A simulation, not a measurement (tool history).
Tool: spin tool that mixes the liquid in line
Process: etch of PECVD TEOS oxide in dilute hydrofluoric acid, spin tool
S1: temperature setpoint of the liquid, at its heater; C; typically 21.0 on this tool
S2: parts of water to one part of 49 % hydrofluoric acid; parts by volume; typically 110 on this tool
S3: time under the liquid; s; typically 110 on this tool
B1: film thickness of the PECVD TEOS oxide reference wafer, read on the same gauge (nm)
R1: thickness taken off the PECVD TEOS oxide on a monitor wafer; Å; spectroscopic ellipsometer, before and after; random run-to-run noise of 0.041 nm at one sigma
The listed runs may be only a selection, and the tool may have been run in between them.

run    hour    S1   S2   S3      B1     R1
  1     0.0  22.5  135  110  120.02   65.1
  2    39.9  22.5  135  110  119.97   65.9
  3   101.1  22.5  135  110  119.95   65.1
  4   132.1  21.0   70  110  120.01  128.4
  5   179.4  21.0  110  110  119.98   77.5
  6   322.5  21.0  110  110  119.94   78.7
  7   380.0  23.0  145  110  120.02   62.2
  8   425.2  23.0  145  110  120.00   62.6
  9   483.6  23.0  145  110  120.03   62.3
 10   553.5  21.0  110  110  120.07   79.3
 11   597.9  21.0  110  110  120.05   80.2
 12   639.1  22.5   60  110  120.07  160.2
 13   666.5  25.0  145  150  119.98   89.4
 14   736.6  21.0  130  110  120.00   64.0
 15   765.8  21.0  110  130  119.96   91.8
 16   794.1  23.0  110   70  120.01   53.1
 17   827.6  21.0  110   75  119.97   53.3
 18   898.8  18.0   80  165  120.01  140.2
 19   935.1  21.0  110   90  120.03   60.4
 20   978.4  21.0  110  110  119.94   74.9
 21  1043.8  17.5   80   45  120.03   37.3
 22  1078.2  21.0  140  110  120.05   56.5
 23  1104.3  17.0  160   70  119.98   26.5
 24  1166.9  21.0  110  110  119.98   75.3
 25  1226.1  18.0  145   60  120.01   26.7
 26  1286.4  21.0  110   90  119.94   61.9
 27  1311.7  21.0  110  110  119.94   74.8
 28  1386.6  21.0  110  110  119.99   75.7
 29  1453.7  21.0   60   90  119.98  121.4
 30  1487.4  21.0  110  110  120.03   76.0
 31  1528.2  25.5  110   70  120.03   58.8
 32  1575.7  22.5   60  110  119.96  159.7

The log once held 3 entries between its listed runs, left out of this copy. Where does each go, and what is different about the tool's unlogged condition between the listed run before it and the listed run after it?
Runs 11 to 12: thermometer replaced (hour 622.8)
  liquid hotter than its thermometer reads (K): 0.897 -> 0.108; hydrofluoric acid flow above the setpoint (%): 4.83 -> 4.96
  measured result minus the result with no hidden state, R1: +6.9 -> +8.8 Å
Runs 13 to 14: gauge calibrated (hour 734.0)
  liquid hotter than its thermometer reads (K): 0.124 -> 0.165; hydrofluoric acid flow above the setpoint (%): 5.04 -> 5.26
  measured result minus the result with no hidden state, R1: +5.3 -> +4.0 Å
Runs 17 to 18: hydrofluoric acid flow meter replaced (hour 881.4)
  liquid hotter than its thermometer reads (K): 0.218 -> 0.259; hydrofluoric acid flow above the setpoint (%): 5.53 -> 0.38
  measured result minus the result with no hidden state, R1: +3.5 -> +2.1 Å

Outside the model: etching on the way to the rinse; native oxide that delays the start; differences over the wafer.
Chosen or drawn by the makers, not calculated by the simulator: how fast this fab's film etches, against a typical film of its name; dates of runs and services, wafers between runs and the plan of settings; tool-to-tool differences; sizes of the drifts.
